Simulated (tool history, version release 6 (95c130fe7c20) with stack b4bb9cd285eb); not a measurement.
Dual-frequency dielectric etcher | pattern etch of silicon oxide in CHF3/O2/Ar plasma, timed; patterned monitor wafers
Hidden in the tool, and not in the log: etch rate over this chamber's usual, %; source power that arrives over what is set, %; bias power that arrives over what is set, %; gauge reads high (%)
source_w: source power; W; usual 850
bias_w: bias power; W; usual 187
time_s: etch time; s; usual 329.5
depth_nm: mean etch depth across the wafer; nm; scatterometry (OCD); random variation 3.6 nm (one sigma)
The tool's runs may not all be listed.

run	hour	source_w	bias_w	time_s	wafers since the last listed run	hours since the last wet clean	hours since the last source power generator calibration	hours since the last bias power generator calibration	hours since the last upper electrode change	hours since the gauge calibration	read-back reference wafer on the same gauge, depth_nm	depth_nm
1	0.0	850	187	274.0	0	237.7	3162.5	1903.6	1329.8	847.9	590.0	576.5
2	66.7	850	187	274.0	213	304.4	3229.2	1970.3	1396.5	914.6	590.2	569.7
3	103.9	850	187	265.5	118	341.6	3266.4	2007.5	1433.7	951.8	588.9	547.7
# hour 314.8: wet clean of the chamber
4	315.3	850	151	293.0	599	0.5	3477.8	2218.9	1645.1	1163.2	590.8	592.4
# hour 326.0: bias power generator calibrated
5	378.1	850	151	293.0	188	63.3	3540.6	52.1	1707.9	1226.0	589.8	584.1
6	444.3	850	151	293.0	211	129.5	3606.8	118.3	1774.1	1292.2	590.4	584.4
7	537.1	850	187	329.5	296	222.3	3699.6	211.1	1866.9	1385.0	589.8	687.9
# hour 586.5: source power generator calibrated
8	678.6	850	187	329.5	439	363.8	92.1	352.6	2008.4	1526.5	590.6	680.9
9	726.0	850	187	360.0	151	411.2	139.5	400.0	2055.8	1573.9	589.8	736.4
# hour 799.2: upper electrode replaced
10	806.3	850	187	360.0	180	491.5	219.8	480.3	7.1	1654.2	590.7	737.2
# hour 840.8: wet clean of the chamber
11	901.7	850	151	293.0	228	60.9	315.2	575.7	102.5	1749.6	588.9	585.7
12	943.0	650	187	388.0	132	102.2	356.5	617.0	143.8	1790.9	590.1	789.5
13	1036.8	850	187	329.5	299	196.0	450.3	710.8	237.6	1884.7	590.8	695.0
14	1092.8	1000	219	238.0	179	252.0	506.3	766.8	293.6	1940.7	589.2	544.3
15	1167.1	1050	212	407.0	237	326.3	580.6	841.1	367.9	2015.0	590.1	923.1
16	1244.1	710	146	368.5	246	403.3	657.6	918.1	444.9	2092.0	590.0	680.7
17	1321.2	850	161	329.5	246	480.4	734.7	995.2	522.0	2169.1	589.7	646.5
# hour 1372.0: wet clean of the chamber
18	1423.2	750	202	373.0	249	51.2	836.7	1097.2	624.0	2271.1	589.7	792.5
# hour 1447.2: gauge calibrated
19	1466.7	670	187	329.5	139	94.7	880.2	1140.7	667.5	19.5	591.0	667.1
20	1563.9	850	151	293.0	310	191.9	977.4	1237.9	764.7	116.7	589.9	580.0
21	1671.2	770	217	401.0	343	299.2	1084.7	1345.2	872.0	224.0	590.3	856.6
22	1713.7	850	187	329.5	135	341.7	1127.2	1387.7	914.5	266.5	590.0	680.6
23	1779.5	1020	158	413.5	210	407.5	1193.0	1453.5	980.3	332.3	590.0	835.4
24	1876.1	850	187	329.5	308	504.1	1289.6	1550.1	1076.9	428.9	590.2	670.2
# hour 1956.6: wet clean of the chamber
25	1957.1	850	187	329.5	182	0.5	1370.6	1631.1	1157.9	509.9	590.0	695.1
26	1990.4	850	187	329.5	106	33.8	1403.9	1664.4	1191.2	543.2	590.9	701.0
27	2068.0	850	162	329.5	248	111.4	1481.5	1742.0	1268.8	620.8	590.6	654.3
28	2130.2	850	187	372.0	198	173.6	1543.7	1804.2	1331.0	683.0	590.2	779.1

Forecast each of these 5 alternatives for the next run:
A	2130.7	850	187	329.5	1	174.1	1544.2	1804.7	1331.5	683.5	?	?
B	2130.7	680	187	329.5	1	174.1	1544.2	1804.7	1331.5	683.5	?	?
C	2130.7	1010	175	260.5	1	174.1	1544.2	1804.7	1331.5	683.5	?	?
D	2130.7	780	222	366.0	1	174.1	1544.2	1804.7	1331.5	683.5	?	?
E	2130.7	1030	222	233.5	1	174.1	1544.2	1804.7	1331.5	683.5	?	?

run	read-back reference wafer on the same gauge, depth_nm	depth_nm
A	591.3	693.0
B	591.3	662.5
C	591.3	557.5
D	591.3	799.2
E	591.3	541.4
Without the tool's hidden state the same runs would have given:
run	depth_nm
A	709.5
B	678.3
C	570.8
D	818.3
E	554.3

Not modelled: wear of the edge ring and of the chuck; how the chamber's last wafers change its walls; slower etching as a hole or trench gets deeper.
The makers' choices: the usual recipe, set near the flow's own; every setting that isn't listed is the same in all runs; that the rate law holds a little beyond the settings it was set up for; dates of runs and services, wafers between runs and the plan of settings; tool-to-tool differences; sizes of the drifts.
